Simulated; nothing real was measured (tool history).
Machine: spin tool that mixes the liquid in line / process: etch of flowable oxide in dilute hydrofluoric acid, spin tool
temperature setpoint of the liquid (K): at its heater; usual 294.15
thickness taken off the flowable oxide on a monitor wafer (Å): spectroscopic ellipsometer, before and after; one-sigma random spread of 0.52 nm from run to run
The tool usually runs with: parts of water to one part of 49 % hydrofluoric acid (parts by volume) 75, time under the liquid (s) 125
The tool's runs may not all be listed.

run,hour,temperature setpoint of the liquid (K),parts of water to one part of 49 % hydrofluoric acid (parts by volume),time under the liquid (s),wafers since the last listed run,hours since the thermometer was replaced,hours since the hydrofluoric acid flow meter was replaced,hours since the gauge calibration,"read-back film thickness of the flowable oxide reference wafer, read on the same gauge (nm)",thickness taken off the flowable oxide on a monitor wafer (Å)
1,0.0,294.15,75,125,0,1258.0,521.4,763.5,129.99,595.4
2,30.6,294.15,75,125,150,1288.6,552.0,794.1,130.00,606.0
3,78.2,294.15,75,125,234,1336.2,599.6,841.7,129.98,584.5
4,140.6,294.15,75,125,307,1398.6,662.0,904.1,129.99,600.9
5,197.7,294.15,75,125,281,1455.7,719.1,961.2,129.99,591.4
6,227.1,294.15,75,125,144,1485.1,748.5,990.6,129.98,590.5
7,284.9,294.15,75,125,284,1542.9,806.3,1048.4,130.01,595.6
8,353.2,292.15,75,125,336,1611.2,874.6,1116.7,130.01,534.0
9,404.4,292.15,75,125,252,1662.4,925.8,1167.9,129.95,544.8
10,583.4,292.15,75,125,882,1841.4,1104.8,1346.9,129.97,543.3
11,651.9,294.15,75,125,337,1909.9,1173.3,1415.4,129.95,586.1
12,678.7,294.15,75,125,132,1936.7,1200.1,1442.2,129.96,593.3
13,731.5,294.15,75,125,260,1989.5,1252.9,1495.0,130.04,592.4
14,779.9,294.15,75,125,238,2037.9,1301.3,1543.4,130.01,590.5
15,845.7,294.15,75,125,324,2103.7,1367.1,1609.2,130.04,586.0
# hour 889.7: gauge calibrated
16,916.5,298.65,45,170,349,2174.5,1437.9,26.8,130.03,1665.0
# hour 983.5: hydrofluoric acid flow meter replaced
17,1105.1,294.15,75,125,924,2363.1,121.6,215.4,129.98,588.3
18,1133.2,298.15,75,125,138,2391.2,149.7,243.5,129.97,680.8
19,1170.5,294.15,75,125,183,2428.5,187.0,280.8,130.02,588.2
20,1215.8,294.15,75,125,223,2473.8,232.3,326.1,129.98,577.2
21,1266.3,294.15,75,125,248,2524.3,282.8,376.6,129.97,580.5
22,1335.9,290.15,75,180,343,2593.9,352.4,446.2,130.00,708.7
# hour 1357.0: thermometer replaced
23,1372.1,290.15,75,190,173,15.1,388.6,482.4,129.96,788.5
24,1533.2,294.15,75,125,794,176.2,549.7,643.5,129.98,596.6
25,1599.5,294.15,75,125,326,242.5,616.0,709.8,129.98,612.5
26,1668.9,294.15,75,65,342,311.9,685.4,779.2,130.04,314.9
27,1733.2,299.15,95,200,316,376.2,749.7,843.5,130.03,902.9
28,1792.4,290.65,40,55,291,435.4,808.9,902.7,129.99,448.1
29,1855.4,294.15,75,55,310,498.4,871.9,965.7,129.98,268.1
30,1890.6,297.15,50,60,173,533.6,907.1,1000.9,129.99,505.4

The next listed run, before its measurement:
31,1917.4,294.15,105,125,132,560.4,933.9,1027.7,?,?

read-back film thickness of the flowable oxide reference wafer, read on the same gauge (nm): 130.03
thickness taken off the flowable oxide on a monitor wafer (Å): 411.6
Take away the tool's hidden state, keep the run-to-run variation as it was, and the same run would have given thickness taken off the flowable oxide on a monitor wafer (Å) 416.3.
